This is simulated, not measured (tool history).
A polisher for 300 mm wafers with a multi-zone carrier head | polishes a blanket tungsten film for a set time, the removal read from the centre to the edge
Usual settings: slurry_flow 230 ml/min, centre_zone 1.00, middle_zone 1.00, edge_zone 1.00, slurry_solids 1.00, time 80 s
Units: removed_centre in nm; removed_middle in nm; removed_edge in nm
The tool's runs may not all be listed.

| run | hour | slurry_flow | centre_zone | middle_zone | edge_zone | slurry_solids | time | wafers since the last listed run | wafers polished on this pad | hours since the slurry nozzle was cleaned | hours since the centre zone pressure was calibrated | hours since the edge zone pressure was calibrated | hours since the carrier head's membrane was replaced | incoming thickness of the incoming film, nm | removed_centre | removed_middle | removed_edge |
|---|---|---|---|---|---|---|---|---|---|---|---|---|---|---|---|---|---|
| 1 | 0.0 | 230 | 1.00 | 1.00 | 1.00 | 1.00 | 59 | 0 | 12 | 571.0 | 41.3 | 55.0 | 142.0 | 1530.1 | 274.2 | 271.7 | 265.8 |
| 2 | 14.9 | 230 | 1.00 | 1.00 | 1.00 | 1.00 | 80 | 188 | 200 | 585.9 | 56.2 | 69.9 | 156.9 | 1506.6 | 371.4 | 367.1 | 363.2 |
| 3 | 22.7 | 230 | 1.00 | 1.00 | 1.00 | 0.85 | 55 | 98 | 299 | 593.7 | 64.0 | 77.7 | 164.7 | 1528.6 | 245.5 | 245.7 | 231.0 |
| 4 | 37.3 | 230 | 1.00 | 1.07 | 0.89 | 1.00 | 53 | 184 | 483 | 608.3 | 78.6 | 92.3 | 179.3 | 1519.5 | 250.4 | 258.5 | 228.2 |
|  | 45.4 | slurry nozzle cleaned |
| 5 | 52.2 | 230 | 1.08 | 0.96 | 1.06 | 1.00 | 80 | 175 | 658 | 6.8 | 93.5 | 107.2 | 194.2 | 1531.5 | 389.0 | 334.6 | 363.6 |
| 6 | 63.3 | 230 | 0.90 | 0.92 | 1.06 | 1.00 | 52 | 140 | 798 | 17.9 | 104.6 | 118.3 | 205.3 | 1522.9 | 226.0 | 208.4 | 234.5 |
| 7 | 70.5 | 230 | 1.00 | 1.00 | 1.00 | 1.00 | 80 | 90 | 889 | 25.1 | 111.8 | 125.5 | 212.5 | 1534.2 | 368.4 | 353.5 | 353.6 |
| 8 | 84.6 | 230 | 0.89 | 0.96 | 1.00 | 0.80 | 67 | 177 | 1067 | 39.2 | 125.9 | 139.6 | 226.6 | 1508.2 | 268.3 | 266.4 | 274.3 |
| 9 | 102.3 | 230 | 1.00 | 1.00 | 1.00 | 1.00 | 59 | 223 | 1290 | 56.9 | 143.6 | 157.3 | 244.3 | 1503.1 | 264.4 | 257.0 | 259.0 |
| 10 | 116.2 | 230 | 1.00 | 0.88 | 1.00 | 1.10 | 80 | 175 | 1466 | 70.8 | 157.5 | 171.2 | 258.2 | 1519.7 | 364.0 | 301.1 | 355.8 |
|  | 127.5 | worn pad replaced by a new one |
| 11 | 128.0 | 155 | 1.00 | 1.00 | 1.00 | 1.00 | 80 | 98 | 6 | 82.6 | 169.3 | 183.0 | 270.0 | 1506.1 | 345.8 | 343.2 | 337.5 |
| 12 | 132.9 | 300 | 1.00 | 1.06 | 0.94 | 1.00 | 106 | 61 | 68 | 87.5 | 174.2 | 187.9 | 274.9 | 1543.6 | 509.2 | 527.2 | 475.6 |
| 13 | 149.0 | 230 | 1.00 | 1.00 | 1.00 | 1.00 | 60 | 203 | 271 | 103.6 | 190.3 | 204.0 | 291.0 | 1523.9 | 272.8 | 280.6 | 260.9 |
| 14 | 160.8 | 230 | 1.00 | 1.00 | 1.00 | 0.70 | 58 | 148 | 420 | 115.4 | 202.1 | 215.8 | 302.8 | 1516.5 | 243.7 | 239.9 | 234.3 |
| 15 | 171.9 | 160 | 1.00 | 1.00 | 1.00 | 1.00 | 80 | 140 | 560 | 126.5 | 213.2 | 226.9 | 313.9 | 1551.2 | 345.1 | 325.9 | 344.0 |
| 16 | 185.3 | 230 | 1.00 | 1.00 | 1.00 | 0.85 | 80 | 169 | 729 | 139.9 | 226.6 | 240.3 | 327.3 | 1513.0 | 361.8 | 346.0 | 341.1 |
| 17 | 202.3 | 230 | 1.00 | 1.00 | 1.04 | 1.00 | 63 | 214 | 943 | 156.9 | 243.6 | 257.3 | 344.3 | 1506.5 | 285.9 | 282.2 | 282.6 |
| 18 | 213.2 | 230 | 1.00 | 1.00 | 0.90 | 1.00 | 96 | 137 | 1081 | 167.8 | 254.5 | 268.2 | 355.2 | 1498.3 | 436.5 | 433.9 | 413.8 |
| 19 | 230.4 | 230 | 0.92 | 1.00 | 1.00 | 1.00 | 80 | 217 | 1298 | 185.0 | 271.7 | 285.4 | 372.4 | 1522.4 | 342.7 | 350.7 | 344.9 |
| 20 | 237.4 | 230 | 1.00 | 1.00 | 0.89 | 1.10 | 64 | 88 | 1386 | 192.0 | 278.7 | 292.4 | 379.4 | 1498.4 | 291.0 | 292.3 | 275.7 |
| 21 | 253.6 | 230 | 1.00 | 1.00 | 1.00 | 1.25 | 80 | 204 | 1591 | 208.2 | 294.9 | 308.6 | 395.6 | 1534.9 | 373.7 | 364.4 | 357.1 |

Forecast each of these 5 alternatives for the next run:
| A | 254.0 | 230 | 1.00 | 1.00 | 1.00 | 1.00 | 80 | 5 | 1596 | 208.6 | 295.3 | 309.0 | 396.0 | 1504.8 | ? | ? | ? |
| B | 254.0 | 285 | 0.95 | 1.00 | 1.00 | 0.70 | 80 | 5 | 1596 | 208.6 | 295.3 | 309.0 | 396.0 | 1504.8 | ? | ? | ? |
| C | 254.0 | 230 | 1.00 | 1.00 | 1.04 | 1.00 | 80 | 5 | 1596 | 208.6 | 295.3 | 309.0 | 396.0 | 1504.8 | ? | ? | ? |
| D | 254.0 | 230 | 0.94 | 1.00 | 1.00 | 1.00 | 56 | 5 | 1596 | 208.6 | 295.3 | 309.0 | 396.0 | 1504.8 | ? | ? | ? |
| E | 254.0 | 285 | 0.90 | 0.96 | 0.93 | 1.00 | 80 | 5 | 1596 | 208.6 | 295.3 | 309.0 | 396.0 | 1504.8 | ? | ? | ? |

| run | removed_centre | removed_middle | removed_edge |
|---|---|---|---|
| A | 352.8 | 343.4 | 343.1 |
| B | 323.6 | 324.7 | 322.3 |
| C | 352.8 | 343.4 | 347.2 |
| D | 237.3 | 240.4 | 240.2 |
| E | 339.3 | 334.1 | 342.8 |
Without the tool's hidden state the same runs would have given:
| run | removed_centre | removed_middle | removed_edge |
|---|---|---|---|
| A | 371.7 | 361.7 | 361.4 |
| B | 340.9 | 342.1 | 339.5 |
| C | 371.7 | 361.7 | 365.8 |
| D | 250.0 | 253.3 | 253.0 |
| E | 357.5 | 352.0 | 361.1 |
